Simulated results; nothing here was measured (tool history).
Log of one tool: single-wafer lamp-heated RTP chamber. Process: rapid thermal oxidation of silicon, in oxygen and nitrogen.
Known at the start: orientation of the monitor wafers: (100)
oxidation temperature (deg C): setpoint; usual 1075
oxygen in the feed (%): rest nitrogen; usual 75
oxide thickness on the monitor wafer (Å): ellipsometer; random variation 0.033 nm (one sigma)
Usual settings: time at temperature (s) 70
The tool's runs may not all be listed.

run	hour	oxidation temperature (deg C)	time at temperature (s)	oxygen in the feed (%)	read-back reference wafer on the same gauge, thickness	oxide thickness on the monitor wafer (Å)
1	0	1075	70	75	10.032	92.02
2	68.4	1075	70	75	10.046	92.3
3	96.4	1075	70	87	10.036	96.75
4	148.3	1075	70	87	10.036	96.65
# hour 191.4: pyrometer window cleaned and pyrometer calibrated
5	212.7	1091	70	75	10.033	101.55
6	240.7	1091	70	75	10.014	101.61
7	308.9	1075	70	75	10.003	91.62
8	376.9	1075	70	75	9.991	91.73
9	414.3	1075	70	75	9.998	91.87
10	458.8	1075	48	75	9.982	77.55
# hour 487.3: pyrometer window cleaned and pyrometer calibrated
11	499.4	1075	70	75	10.001	91.29
12	558.7	1075	70	75	9.979	91.35
13	602.2	1075	70	98	9.974	99.76
14	676.1	1075	70	75	9.957	91.14
15	739.7	1075	81	75	9.96	97.8
16	786.7	1058	70	75	9.956	81.93
# hour 811.4: pyrometer window cleaned and pyrometer calibrated
17	818.8	1075	42	98	9.946	79.76
18	869.9	1075	38	75	9.944	69.51
# hour 888.3: oxygen flow controller replaced
19	934.3	1075	70	75	9.935	91.23
# hour 1026.8: gauge calibrated
20	1119	1048	70	92	10.082	82.85
# hour 1129.6: pyrometer window cleaned and pyrometer calibrated
21	1160.4	1087	70	75	10.085	99.69
22	1224.7	1075	82	75	10.071	98.99
23	1377.9	1075	70	75	10.051	91.75
24	1423.6	1062	70	75	10.057	84.24

5 ways to go on from here, each from the tool as it stands after run 24. What would each give?
A	1424	1075	70	75	?	?
B	1424	1050	44	75	?	?
C	1424	1050	83	75	?	?
D	1424	1053	37	84	?	?
E	1424	1050	70	75	?	?

run	read-back reference wafer on the same gauge, thickness	oxide thickness on the monitor wafer (Å)
A	10.038	92.19
B	10.038	63.47
C	10.038	84.14
D	10.038	62.53
E	10.038	77.92
Without the tool's hidden state the same runs would have given:
run	oxide thickness on the monitor wafer (Å)
A	92.69
B	63.81
C	84.59
D	62.87
E	78.35
